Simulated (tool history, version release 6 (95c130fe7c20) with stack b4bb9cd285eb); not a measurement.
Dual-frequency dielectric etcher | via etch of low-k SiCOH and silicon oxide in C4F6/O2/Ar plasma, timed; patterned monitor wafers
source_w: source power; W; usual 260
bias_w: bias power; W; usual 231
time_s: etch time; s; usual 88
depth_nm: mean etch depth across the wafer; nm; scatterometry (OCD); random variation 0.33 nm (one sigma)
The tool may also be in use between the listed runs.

run   hour  source_w  bias_w  time_s  wafers since the last listed run  hours since the last wet clean  hours since the last source power generator calibration  hours since the last bias power generator calibration  hours since the last upper electrode change  hours since the gauge calibration  read-back reference wafer on the same gauge, depth_nm  depth_nm
  1      0       230     231      88                                 0                            25.7                                                      0.5                                                 4626.6                                         3265                              817.4                                                    266     212.8
       6.4  -- gauge calibrated
  2   22.5       260     231      88                               203                            48.2                                                       23                                                 4649.1                                       3287.5                               16.1                                                    266       223
  3   55.4       260     231      88                               298                            81.1                                                     55.9                                                   4682                                       3320.4                                 49                                                    266       223
  4   78.8       260     231      88                               212                           104.5                                                     79.3                                                 4705.4                                       3343.8                               72.4                                                  266.1     223.8
     101.1  -- bias power generator calibrated
  5  101.6       260     231      88                               170                           127.3                                                    102.1                                                    0.5                                       3366.6                               95.2                                                  266.1     223.3
  6  129.3       260     231      88                               251                             155                                                    129.8                                                   28.2                                       3394.3                              122.9                                                    266     223.7
     171.6  -- upper electrode replaced
  7  172.1       260     231      88                               170                           197.8                                                    172.6                                                     71                                          0.5                              165.7                                                    266     224.6
  8  194.2       260     231      88                               200                           219.9                                                    194.7                                                   93.1                                         22.6                              187.8                                                  266.2     224.7
  9  209.7       260     231      88                               140                           235.4                                                    210.2                                                  108.6                                         38.1                              203.3                                                  266.1     225.3
 10  225.1       260     255      88                               139                           250.8                                                    225.6                                                    124                                         53.5                              218.7                                                    266     234.8
 11  249.9       260     216      88                               224                           275.6                                                    250.4                                                  148.8                                         78.3                              243.5                                                    266     219.2
     284.3  -- wet clean of the chamber
 12  284.8       260     249      88                                98                             0.5                                                    285.3                                                  183.7                                        113.2                              278.4                                                  265.9       230
 13  287.4       260     231      88                                23                             3.1                                                    287.9                                                  186.3                                        115.8                                281                                                  265.9     223.1
 14  305.4       260     192      79                               163                            21.1                                                    305.9                                                  204.3                                        133.8                                299                                                    266     186.5
 15  321.7       230     251   110.5                               147                            37.4                                                    322.2                                                  220.6                                        150.1                              315.3                                                    266     277.5
 16  345.2       220     273    67.5                               213                            60.9                                                    345.7                                                  244.1                                        173.6                              338.8                                                    266       172
 17  362.6       260     205     101                               157                            78.3                                                    363.1                                                  261.5                                          191                              356.2                                                  265.9     245.6
 18  377.3       260     231      88                               133                              93                                                    377.8                                                  276.2                                        205.7                              370.9                                                    266     223.5
 19    394       240     186    68.5                               151                           109.7                                                    394.5                                                  292.9                                        222.4                              387.6                                                  265.9     155.1
 20  413.5       240     231      88                               176                           129.2                                                      414                                                  312.4                                        241.9                              407.1                                                  265.9     217.7
 21  433.7       260     202      88                               183                           149.4                                                    434.2                                                  332.6                                        262.1                              427.3                                                    266     213.1
 22  461.1       260     277      97                               248                           176.8                                                    461.6                                                    360                                        289.5                              454.7                                                    266     265.9
 23  495.2       210     231      88                               309                           210.9                                                    495.7                                                  394.1                                        323.6                              488.8                                                    266     207.8
 24  523.1       210     196   107.5                               252                           238.8                                                    523.6                                                    422                                        351.5                              516.7                                                  265.9     237.8
 25  558.4       260     274      88                               319                           274.1                                                    558.9                                                  457.3                                        386.8                                552                                                  265.9     241.1
 26  586.6       240     231     102                               255                           302.3                                                    587.1                                                  485.5                                          415                              580.2                                                    266     254.6
     616.1  -- wet clean of the chamber
 27  616.6       240     188      73                                54                             0.5                                                    617.1                                                  515.5                                          445                              610.2                                                    266     166.1
 28  627.1       260     231      88                                95                              11                                                    627.6                                                    526                                        455.5                              620.7                                                    266     223.3
 29  646.9       320     213     102                               179                            30.8                                                    647.4                                                  545.8                                        475.3                              640.5                                                    266     271.6

5 ways to go on from here, each from the tool as it stands after run 29. What would each give?
  A  647.3       260     231      88                                 3                            31.2                                                    647.8                                                  546.2                                        475.7                              640.9                                                      ?         ?
  B  647.3       260     231      71                                 3                            31.2                                                    647.8                                                  546.2                                        475.7                              640.9                                                      ?         ?
  C  647.3       260     184      77                                 3                            31.2                                                    647.8                                                  546.2                                        475.7                              640.9                                                      ?         ?
  D  647.3       210     216      88                                 3                            31.2                                                    647.8                                                  546.2                                        475.7                              640.9                                                      ?         ?
  E  647.3       280     263    69.5                                 3                            31.2                                                    647.8                                                  546.2                                        475.7                              640.9                                                      ?         ?

run  read-back reference wafer on the same gauge, depth_nm  depth_nm
  A                                                    266       224
  B                                                    266     180.7
  C                                                    266     179.3
  D                                                    266     201.3
  E                                                    266     191.4
Without the tool's hidden state the same runs would have given:
run  depth_nm
  A     223.2
  B     180.1
  C     178.7
  D     200.6
  E     190.8
